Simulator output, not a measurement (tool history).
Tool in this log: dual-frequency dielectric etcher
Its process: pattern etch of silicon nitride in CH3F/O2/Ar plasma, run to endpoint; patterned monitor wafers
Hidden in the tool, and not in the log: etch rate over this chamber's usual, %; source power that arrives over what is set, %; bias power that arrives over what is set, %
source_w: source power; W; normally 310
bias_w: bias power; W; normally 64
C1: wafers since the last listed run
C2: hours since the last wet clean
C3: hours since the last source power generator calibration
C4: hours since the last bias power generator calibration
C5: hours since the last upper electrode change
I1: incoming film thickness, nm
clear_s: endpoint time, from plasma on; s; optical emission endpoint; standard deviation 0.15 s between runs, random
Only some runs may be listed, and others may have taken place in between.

Run 1, day 0.000: usual settings; C1 0; C2 286.7; C3 1811.1; C4 1604.5; C5 2247.7; I1 23.54. Result: clear_s 41.6 s.
Run 2, day 0.646: usual settings; C1 114; C2 302.2; C3 1826.6; C4 1620.0; C5 2263.2; I1 23.81. Result: clear_s 42.0 s.
Run 3, day 1.454: usual settings but source_w 260 W, bias_w 60 W; C1 143; C2 321.6; C3 1846.0; C4 1639.4; C5 2282.6; I1 23.56. Result: clear_s 45.3 s.
Run 4, day 1.983: usual settings but source_w 260 W, bias_w 60 W; C1 93; C2 334.3; C3 1858.7; C4 1652.1; C5 2295.3; I1 23.87. Result: clear_s 45.7 s.
Run 5, day 2.529: usual settings; C1 96; C2 347.4; C3 1871.8; C4 1665.2; C5 2308.4; I1 23.68. Result: clear_s 41.7 s.
Run 6, day 3.142: usual settings; C1 108; C2 362.1; C3 1886.5; C4 1679.9; C5 2323.1; I1 23.86. Result: clear_s 42.2 s.
Run 7, day 5.200: usual settings; C1 365; C2 411.5; C3 1935.9; C4 1729.3; C5 2372.5; I1 23.68. Result: clear_s 42.2 s.
At day 5.529: bias power generator calibrated.
Run 8, day 5.583: usual settings; C1 38; C2 420.7; C3 1945.1; C4 1.3; C5 2381.7; I1 23.78. Result: clear_s 42.4 s.
Run 9, day 6.142: usual settings but bias_w 69 W; C1 99; C2 434.1; C3 1958.5; C4 14.7; C5 2395.1; I1 23.54. Result: clear_s 41.0 s.
Run 10, day 6.529: usual settings but bias_w 69 W; C1 68; C2 443.4; C3 1967.8; C4 24.0; C5 2404.4; I1 23.62. Result: clear_s 40.8 s.
Run 11, day 6.817: usual settings; C1 51; C2 450.3; C3 1974.7; C4 30.9; C5 2411.3; I1 23.53. Result: clear_s 42.1 s.
Run 12, day 7.258: usual settings; C1 78; C2 460.9; C3 1985.3; C4 41.5; C5 2421.9; I1 23.39. Result: clear_s 41.8 s.
At day 8.258: source power generator calibrated.
At day 8.308: wet clean of the chamber.
Run 13, day 8.329: usual settings but source_w 370 W, bias_w 52 W; C1 151; C2 0.5; C3 1.7; C4 67.2; C5 2447.6; I1 23.49. Result: clear_s 41.1 s.
Run 14, day 8.342: usual settings but bias_w 71 W; C1 2; C2 0.8; C3 2.0; C4 67.5; C5 2447.9; I1 23.81. Result: clear_s 39.2 s.
Run 15, day 8.721: usual settings but source_w 290 W; C1 67; C2 9.9; C3 11.1; C4 76.6; C5 2457.0; I1 23.60. Result: clear_s 41.4 s.
At day 9.817: upper electrode replaced.
Run 16, day 9.838: usual settings; C1 20; C2 36.7; C3 37.9; C4 103.4; C5 0.5; I1 23.73. Result: clear_s 40.9 s.
Run 17, day 9.854: usual settings; C1 2; C2 37.1; C3 38.3; C4 103.8; C5 0.9; I1 23.70. Result: clear_s 40.6 s.
Run 18, day 10.017: usual settings but source_w 330 W; C1 28; C2 41.0; C3 42.2; C4 107.7; C5 4.8; I1 23.75. Result: clear_s 40.1 s.
Run 19, day 10.488: usual settings but source_w 370 W, bias_w 53 W; C1 83; C2 52.3; C3 53.5; C4 119.0; C5 16.1; I1 23.66. Result: clear_s 40.9 s.
Run 20, day 10.833: usual settings but source_w 360 W, bias_w 70 W; C1 61; C2 60.6; C3 61.8; C4 127.3; C5 24.4; I1 23.47. Result: clear_s 36.9 s.
Run 21, day 11.167: usual settings but bias_w 53 W; C1 59; C2 68.6; C3 69.8; C4 135.3; C5 32.4; I1 23.75. Result: clear_s 43.9 s.
Run 22, day 11.633: usual settings but bias_w 52 W; C1 82; C2 79.8; C3 81.0; C4 146.5; C5 43.6; I1 23.58. Result: clear_s 44.0 s.
Run 23, day 12.167: usual settings but source_w 260 W, bias_w 70 W; C1 94; C2 92.6; C3 93.8; C4 159.3; C5 56.4; I1 23.55. Result: clear_s 41.5 s.
Run 24, day 12.421: usual settings but source_w 390 W, bias_w 77 W; C1 45; C2 98.7; C3 99.9; C4 165.4; C5 62.5; I1 23.45. Result: clear_s 35.1 s.
Run 25, day 12.675: usual settings; C1 45; C2 104.8; C3 106.0; C4 171.5; C5 68.6; I1 23.69. Result: clear_s 41.0 s.

Below are 4 alternative next runs, each starting from the tool's condition after run 25. Predict each:
Run A, day 12.692: usual settings; C1 2; C2 105.2; C3 106.4; C4 171.9; C5 69.0; I1 23.64. Result: clear_s ?.
Run B, day 12.692: usual settings but source_w 370 W, bias_w 59 W; C1 2; C2 105.2; C3 106.4; C4 171.9; C5 69.0; I1 23.64. Result: clear_s ?.
Run C, day 12.692: usual settings but source_w 280 W, bias_w 71 W; C1 2; C2 105.2; C3 106.4; C4 171.9; C5 69.0; I1 23.64. Result: clear_s ?.
Run D, day 12.692: usual settings but source_w 390 W, bias_w 54 W; C1 2; C2 105.2; C3 106.4; C4 171.9; C5 69.0; I1 23.64. Result: clear_s ?.

run  clear_s
  A     40.9
  B     39.7
  C     40.6
  D     40.3
Without the tool's unlogged condition, the same runs would have read:
run  clear_s
  A     40.6
  B     39.4
  C     40.3
  D     40.0
